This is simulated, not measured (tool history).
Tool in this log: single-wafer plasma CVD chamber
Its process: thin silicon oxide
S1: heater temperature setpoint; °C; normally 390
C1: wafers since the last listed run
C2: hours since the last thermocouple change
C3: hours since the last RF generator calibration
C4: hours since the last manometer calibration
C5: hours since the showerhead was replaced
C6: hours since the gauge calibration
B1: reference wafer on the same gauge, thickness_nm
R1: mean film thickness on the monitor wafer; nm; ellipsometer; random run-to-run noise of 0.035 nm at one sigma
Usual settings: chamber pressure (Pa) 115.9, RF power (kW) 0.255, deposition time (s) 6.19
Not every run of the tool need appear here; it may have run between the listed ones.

Run 1, hour 0.0: usual settings; C1 0; C2 727.1; C3 1921.2; C4 2541.8; C5 5005.0; C6 221.0; B1 11.212. Result: R1 13.243 nm.
Run 2, hour 19.0: usual settings; C1 382; C2 746.1; C3 1940.2; C4 2560.8; C5 5024.0; C6 240.0; B1 11.209. Result: R1 13.257 nm.
Run 3, hour 54.5: usual settings; C1 714; C2 781.6; C3 1975.7; C4 2596.3; C5 5059.5; C6 275.5; B1 11.192. Result: R1 13.213 nm.
Run 4, hour 87.8: usual settings but S1 396 °C; C1 670; C2 814.9; C3 2009.0; C4 2629.6; C5 5092.8; C6 308.8; B1 11.216. Result: R1 13.189 nm.
Run 5, hour 102.6: usual settings but S1 396 °C; C1 297; C2 829.7; C3 2023.8; C4 2644.4; C5 5107.6; C6 323.6; B1 11.196. Result: R1 13.236 nm.
Run 6, hour 124.4: usual settings; C1 438; C2 851.5; C3 2045.6; C4 2666.2; C5 5129.4; C6 345.4; B1 11.206. Result: R1 13.260 nm.
Run 7, hour 148.8: usual settings; C1 491; C2 875.9; C3 2070.0; C4 2690.6; C5 5153.8; C6 369.8; B1 11.185. Result: R1 13.340 nm.
Run 8, hour 174.8: usual settings but chamber pressure (Pa) 133.9; C1 523; C2 901.9; C3 2096.0; C4 2716.6; C5 5179.8; C6 395.8; B1 11.207. Result: R1 14.607 nm.
Run 9, hour 209.2: usual settings but chamber pressure (Pa) 133.9; C1 692; C2 936.3; C3 2130.4; C4 2751.0; C5 5214.2; C6 430.2; B1 11.192. Result: R1 14.659 nm.
Run 10, hour 228.6: usual settings but chamber pressure (Pa) 133.9; C1 390; C2 955.7; C3 2149.8; C4 2770.4; C5 5233.6; C6 449.6; B1 11.195. Result: R1 14.651 nm.
Run 11, hour 243.4: usual settings; C1 297; C2 970.5; C3 2164.6; C4 2785.2; C5 5248.4; C6 464.4; B1 11.199. Result: R1 13.290 nm.
Run 12, hour 267.6: usual settings; C1 487; C2 994.7; C3 2188.8; C4 2809.4; C5 5272.6; C6 488.6; B1 11.210. Result: R1 13.359 nm.
At hour 294.4: capacitance manometer re-zeroed and calibrated.
Run 13, hour 298.0: usual settings; C1 451; C2 1025.1; C3 2219.2; C4 3.6; C5 5303.0; C6 519.0; B1 11.201. Result: R1 12.696 nm.
Run 14, hour 329.0: usual settings but RF power (kW) 0.275; C1 624; C2 1056.1; C3 2250.2; C4 34.6; C5 5334.0; C6 550.0; B1 11.209. Result: R1 13.192 nm.
Run 15, hour 353.8: usual settings but S1 395 °C, RF power (kW) 0.270; C1 499; C2 1080.9; C3 2275.0; C4 59.4; C5 5358.8; C6 574.8; B1 11.195. Result: R1 13.011 nm.
Run 16, hour 380.5: usual settings but chamber pressure (Pa) 134.9, RF power (kW) 0.220; C1 537; C2 1107.6; C3 2301.7; C4 86.1; C5 5385.5; C6 601.5; B1 11.198. Result: R1 13.255 nm.
Run 17, hour 401.2: usual settings but S1 382 °C, chamber pressure (Pa) 138.1, RF power (kW) 0.285; C1 416; C2 1128.3; C3 2322.4; C4 106.8; C5 5406.2; C6 622.2; B1 11.201. Result: R1 15.296 nm.
Run 18, hour 423.1: usual settings but chamber pressure (Pa) 133.9; C1 440; C2 1150.2; C3 2344.3; C4 128.7; C5 5428.1; C6 644.1; B1 11.186. Result: R1 14.151 nm.
At hour 449.3: RF generator calibrated.
Run 19, hour 449.8: usual settings but S1 376 °C, chamber pressure (Pa) 94.8, RF power (kW) 0.275, deposition time (s) 6.98; C1 376; C2 1176.9; C3 0.5; C4 155.4; C5 5454.8; C6 670.8; B1 11.183. Result: R1 12.718 nm.
Run 20, hour 472.0: usual settings; C1 446; C2 1199.1; C3 22.7; C4 177.6; C5 5477.0; C6 693.0; B1 11.194. Result: R1 12.761 nm.
At hour 497.2: gauge calibrated.
At hour 504.6: thermocouple changed; heater temperature recalibrated.
Run 21, hour 505.1: usual settings but S1 382 °C, deposition time (s) 6.68; C1 505; C2 0.5; C3 55.8; C4 210.7; C5 5510.1; C6 7.9; B1 11.209. Result: R1 13.853 nm.
Run 22, hour 514.8: usual settings but chamber pressure (Pa) 90.1, deposition time (s) 5.04; C1 195; C2 10.2; C3 65.5; C4 220.4; C5 5519.8; C6 17.6; B1 11.207. Result: R1 8.350 nm.
At hour 537.6: showerhead replaced.
Run 23, hour 538.1: usual settings but S1 400 °C, deposition time (s) 7.06; C1 308; C2 33.5; C3 88.8; C4 243.7; C5 0.5; C6 40.9; B1 11.205. Result: R1 14.463 nm.
Run 24, hour 559.6: usual settings; C1 432; C2 55.0; C3 110.3; C4 265.2; C5 22.0; C6 62.4; B1 11.199. Result: R1 12.803 nm.
Run 25, hour 579.8: usual settings but S1 397 °C; C1 406; C2 75.2; C3 130.5; C4 285.4; C5 42.2; C6 82.6; B1 11.191. Result: R1 12.774 nm.

Predict the results of run 26:
Run 26, hour 595.5: usual settings but chamber pressure (Pa) 133.9; C1 316; C2 90.9; C3 146.2; C4 301.1; C5 57.9; C6 98.3; B1 ?. Result: R1 ?.

{"run 26": {"B1": 11.204, "R1": 14.233}}
Minus the tool's unlogged condition, the same run would have read R1 14.074 nm.
